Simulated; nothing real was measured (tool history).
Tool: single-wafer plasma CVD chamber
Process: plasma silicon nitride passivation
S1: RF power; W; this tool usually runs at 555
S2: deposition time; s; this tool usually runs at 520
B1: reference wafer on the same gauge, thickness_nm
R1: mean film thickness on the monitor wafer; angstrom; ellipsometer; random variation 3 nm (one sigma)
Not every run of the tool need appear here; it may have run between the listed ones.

run    hour   S1   S2       B1       R1
  1       0  590  580    876.3  8943.55
  2    53.1  610  498  874.976  7755.14
  3   100.6  595  520  875.852  8003.36
  4   161.4  595  520  876.754  8037.38
  5   246.2  595  520  877.104  8005.78
  6   329.2  555  520  875.782  7852.91
  7   380.9  590  479   874.43  7337.97
  8   479.1  590  479  875.888  7330.79
      536.3  -- RF generator calibrated
  9   548.3  590  479   875.88  7451.08
      578.1  -- gauge calibrated
 10     647  525  520  876.298  7752.19
 11     710  555  520  875.805  7944.46
 12   784.5  555  419  875.781  6387.79
 13   891.2  525  440  876.781  6541.62
 14   991.1  490  444  876.288  6487.99
 15  1089.7  590  479  876.259  7392.72
 16  1195.3  485  520  878.097  7552.43
 17  1259.6  460  494   877.92  7029.97
       1273  -- showerhead replaced
 18  1366.3  470  563  874.157  8052.15

For run 19, what comes out?
 19  1430.2  460  593   ?   ?

{"run 19": {"B1": 875.258, "R1": 8393.54}}
Were there no unlogged condition in the tool, this run, its random variation unchanged, would have produced R1 8498.19 angstrom.
